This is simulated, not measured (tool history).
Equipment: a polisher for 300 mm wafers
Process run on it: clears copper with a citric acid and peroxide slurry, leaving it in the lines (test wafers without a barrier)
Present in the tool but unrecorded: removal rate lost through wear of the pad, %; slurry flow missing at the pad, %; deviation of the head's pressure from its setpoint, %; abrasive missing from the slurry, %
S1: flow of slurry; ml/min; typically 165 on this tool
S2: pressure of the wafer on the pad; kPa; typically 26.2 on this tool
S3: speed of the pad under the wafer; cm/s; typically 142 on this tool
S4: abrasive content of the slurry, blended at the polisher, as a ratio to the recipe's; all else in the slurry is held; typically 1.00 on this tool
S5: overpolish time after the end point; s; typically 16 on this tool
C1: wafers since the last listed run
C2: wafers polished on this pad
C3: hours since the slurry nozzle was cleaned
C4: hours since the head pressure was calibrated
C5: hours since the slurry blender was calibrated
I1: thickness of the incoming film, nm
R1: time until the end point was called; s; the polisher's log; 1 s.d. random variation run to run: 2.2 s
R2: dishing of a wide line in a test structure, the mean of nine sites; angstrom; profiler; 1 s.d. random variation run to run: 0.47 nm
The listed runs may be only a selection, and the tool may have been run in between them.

run,hour,S1,S2,S3,S4,S5,C1,C2,C3,C4,C5,I1,R1,R2
1,0.0,165,26.2,124,1.00,18,0,5947,613.9,535.8,427.0,598.8,177.9,373
# hour 41.7: worn pad replaced by a new one
2,101.4,165,26.2,124,1.00,18,788,483,715.3,637.2,528.4,592.2,186.3,345
# hour 128.5: slurry nozzle cleaned
3,207.8,165,26.2,142,1.00,16,853,1336,79.3,743.6,634.8,590.0,168.9,350
4,254.7,165,26.2,142,1.00,16,379,1716,126.2,790.5,681.7,591.8,172.3,356
# hour 262.4: slurry blender recalibrated
5,350.0,165,26.2,142,1.00,16,755,2471,221.5,885.8,87.6,587.0,171.7,347
6,450.3,165,26.2,142,1.00,13,811,3283,321.8,986.1,187.9,595.1,172.3,282
# hour 473.3: head pressure recalibrated
7,494.5,165,26.2,142,1.00,16,341,3625,366.0,21.2,232.1,591.2,170.3,342
# hour 505.7: worn pad replaced by a new one, repeated, since the last time left the tool worse
8,584.1,165,26.2,142,1.00,16,692,634,455.6,110.8,321.7,587.7,147.4,400
9,630.0,165,26.2,184,1.00,11,371,1006,501.5,156.7,367.6,592.3,114.9,357
10,696.1,120,26.2,170,0.85,16,535,1541,567.6,222.8,433.7,601.2,143.7,412
11,785.5,165,22.8,100,0.85,9,723,2265,657.0,312.2,523.1,598.8,250.4,143
12,860.5,165,33.8,142,1.00,16,607,2872,732.0,387.2,598.1,587.8,117.8,472
# hour 884.5: slurry nozzle cleaned
13,958.1,165,26.2,142,1.00,16,782,3654,73.6,484.8,695.7,594.0,149.8,379
# hour 1027.9: slurry blender recalibrated
14,1050.7,125,26.2,156,1.00,16,733,4387,166.2,577.4,22.8,594.5,145.9,396
15,1155.2,165,26.2,142,1.00,23,845,5233,270.7,681.9,127.3,590.7,161.1,514
# hour 1226.2: worn pad replaced by a new one
16,1254.6,165,26.2,142,1.00,16,772,229,370.1,781.3,226.7,587.8,147.7,398
17,1346.7,165,26.2,142,1.00,16,745,975,462.2,873.4,318.8,591.4,149.4,392
18,1431.8,165,26.2,142,1.00,16,688,1664,547.3,958.5,403.9,595.4,145.6,389
19,1512.4,165,17.9,142,0.85,19,652,2316,627.9,1039.1,484.5,595.9,215.3,320
20,1576.1,135,26.2,116,1.20,16,515,2832,691.6,1102.8,548.2,599.1,190.4,324
# hour 1622.1: slurry blender recalibrated
# hour 1640.1: slurry nozzle cleaned
21,1683.7,165,26.2,142,1.00,16,846,3679,43.6,1210.4,61.6,598.0,156.5,378
# hour 1755.2: head pressure recalibrated
# hour 1817.4: worn pad replaced by a new one
22,1978.7,165,26.2,142,1.00,16,2339,1305,338.6,223.5,356.6,586.3,152.2,387
23,2055.2,165,26.2,142,1.00,8,619,1925,415.1,300.0,433.1,605.1,153.3,205
24,2135.4,165,26.2,142,1.00,7,649,2574,495.3,380.2,513.3,598.2,152.5,179
25,2226.2,215,26.2,142,1.00,16,735,3309,586.1,471.0,604.1,604.3,150.8,394
# hour 2244.2: slurry nozzle cleaned
# hour 2263.0: slurry blender recalibrated
26,2274.1,165,34.5,142,1.20,12,363,3672,29.9,518.9,11.1,595.8,116.1,379
27,2364.5,165,26.2,162,1.10,16,731,4404,120.3,609.3,101.5,599.2,135.9,427
# hour 2509.9: worn pad replaced by a new one
28,2526.7,165,26.2,142,0.90,16,1280,135,282.5,771.5,263.7,587.4,148.0,387

Consider 4 possible next runs. They are alternatives, not a sequence: every one starts from the tool as it was left by run 28. What does each give?
A,2527.2,165,26.2,142,1.00,16,4,139,283.0,772.0,264.2,601.9,?,?
B,2527.2,205,29.0,114,1.00,24,4,139,283.0,772.0,264.2,601.9,?,?
C,2527.2,110,17.2,142,0.90,16,4,139,283.0,772.0,264.2,601.9,?,?
D,2527.2,145,33.1,142,1.00,16,4,139,283.0,772.0,264.2,601.9,?,?

run,R1,R2
A,152.8,395
B,167.8,518
C,245.4,255
D,126.9,468
Without the tool's unlogged condition, the same runs would have read:
run,R1,R2
A,152.5,396
B,167.5,519
C,244.9,256
D,126.7,469
